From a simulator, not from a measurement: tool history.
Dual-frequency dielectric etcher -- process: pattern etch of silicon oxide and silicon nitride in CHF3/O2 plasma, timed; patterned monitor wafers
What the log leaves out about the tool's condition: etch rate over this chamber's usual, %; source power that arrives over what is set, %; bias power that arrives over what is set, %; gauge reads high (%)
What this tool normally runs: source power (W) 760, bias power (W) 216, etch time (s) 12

| run | day | source power (W) | bias power (W) | etch time (s) | wafers since the last listed run | hours since the last wet clean | hours since the last source power generator calibration | hours since the last bias power generator calibration | hours since the last upper electrode change | hours since the gauge calibration | read-back reference wafer on the same gauge, depth_nm | mean etch depth across the wafer (angstrom) |
|---|---|---|---|---|---|---|---|---|---|---|---|---|
| 1 | 0 | 760 | 216 | 12 | 0 | 292.4 | 4485.1 | 2486.7 | 5478.5 | 119.6 | 17.01 | 203.8 |
| 2 | 0.254 | 760 | 216 | 12 | 136 | 298.5 | 4491.2 | 2492.8 | 5484.6 | 125.7 | 17.01 | 204.4 |
| 3 | 0.604 | 760 | 216 | 12 | 187 | 306.9 | 4499.6 | 2501.2 | 5493 | 134.1 | 16.99 | 205 |
| 4 | 0.962 | 760 | 216 | 12 | 192 | 315.5 | 4508.2 | 2509.8 | 5501.6 | 142.7 | 17 | 203.3 |
| 5 | 1.521 | 880 | 216 | 12 | 299 | 328.9 | 4521.6 | 2523.2 | 5515 | 156.1 | 16.99 | 217.5 |
| 6 | 2.021 | 880 | 216 | 12 | 268 | 340.9 | 4533.6 | 2535.2 | 5527 | 168.1 | 17.02 | 219.3 |
| 7 | 2.708 | 760 | 216 | 12 | 368 | 357.4 | 4550.1 | 2551.7 | 5543.5 | 184.6 | 17.01 | 204.4 |
|  | 3.779 | bias power generator calibrated |
|  | 3.925 | upper electrode replaced |
| 8 | 3.946 | 830 | 216 | 10 | 495 | 387.1 | 4579.8 | 4 | 0.5 | 214.3 | 17.03 | 177.2 |
| 9 | 3.962 | 710 | 183 | 9.5 | 8 | 387.5 | 4580.2 | 4.4 | 0.9 | 214.7 | 16.99 | 151.2 |
|  | 4.146 | source power generator calibrated |
| 10 | 4.167 | 760 | 216 | 12 | 20 | 392.4 | 0.5 | 9.3 | 5.8 | 219.6 | 17 | 205 |
|  | 4.271 | gauge calibrated |
| 11 | 4.454 | 880 | 216 | 12 | 154 | 399.3 | 7.4 | 16.2 | 12.7 | 4.4 | 16.99 | 219 |
| 12 | 5.042 | 890 | 239 | 12 | 315 | 413.4 | 21.5 | 30.3 | 26.8 | 18.5 | 17 | 226.4 |
|  | 6.304 | wet clean of the chamber |
| 13 | 6.325 | 640 | 216 | 9.5 | 152 | 0.5 | 52.3 | 61.1 | 57.6 | 49.3 | 17.01 | 147 |
| 14 | 6.338 | 700 | 216 | 12 | 6 | 0.8 | 52.6 | 61.4 | 57.9 | 49.6 | 16.99 | 192.4 |
| 15 | 6.962 | 760 | 174 | 14.5 | 335 | 15.8 | 67.6 | 76.4 | 72.9 | 64.6 | 17.01 | 226.6 |
| 16 | 7.675 | 760 | 216 | 13 | 382 | 32.9 | 84.7 | 93.5 | 90 | 81.7 | 17.01 | 215.7 |
| 17 | 8.296 | 910 | 241 | 10 | 333 | 47.8 | 99.6 | 108.4 | 104.9 | 96.6 | 17 | 187.4 |

Forecast each of these 3 alternatives for the next run:
| A | 8.312 | 760 | 216 | 12 | 8 | 48.2 | 100 | 108.8 | 105.3 | 97 | ? | ? |
| B | 8.312 | 690 | 253 | 10 | 8 | 48.2 | 100 | 108.8 | 105.3 | 97 | ? | ? |
| C | 8.312 | 760 | 216 | 10.5 | 8 | 48.2 | 100 | 108.8 | 105.3 | 97 | ? | ? |

| run | read-back reference wafer on the same gauge, depth_nm | mean etch depth across the wafer (angstrom) |
|---|---|---|
| A | 16.98 | 199.2 |
| B | 16.98 | 167.6 |
| C | 16.98 | 174.3 |
Take away the tool's hidden state, keep each run's random variation, and the runs would have read:
| run | mean etch depth across the wafer (angstrom) |
|---|---|
| A | 197.5 |
| B | 166.1 |
| C | 172.8 |
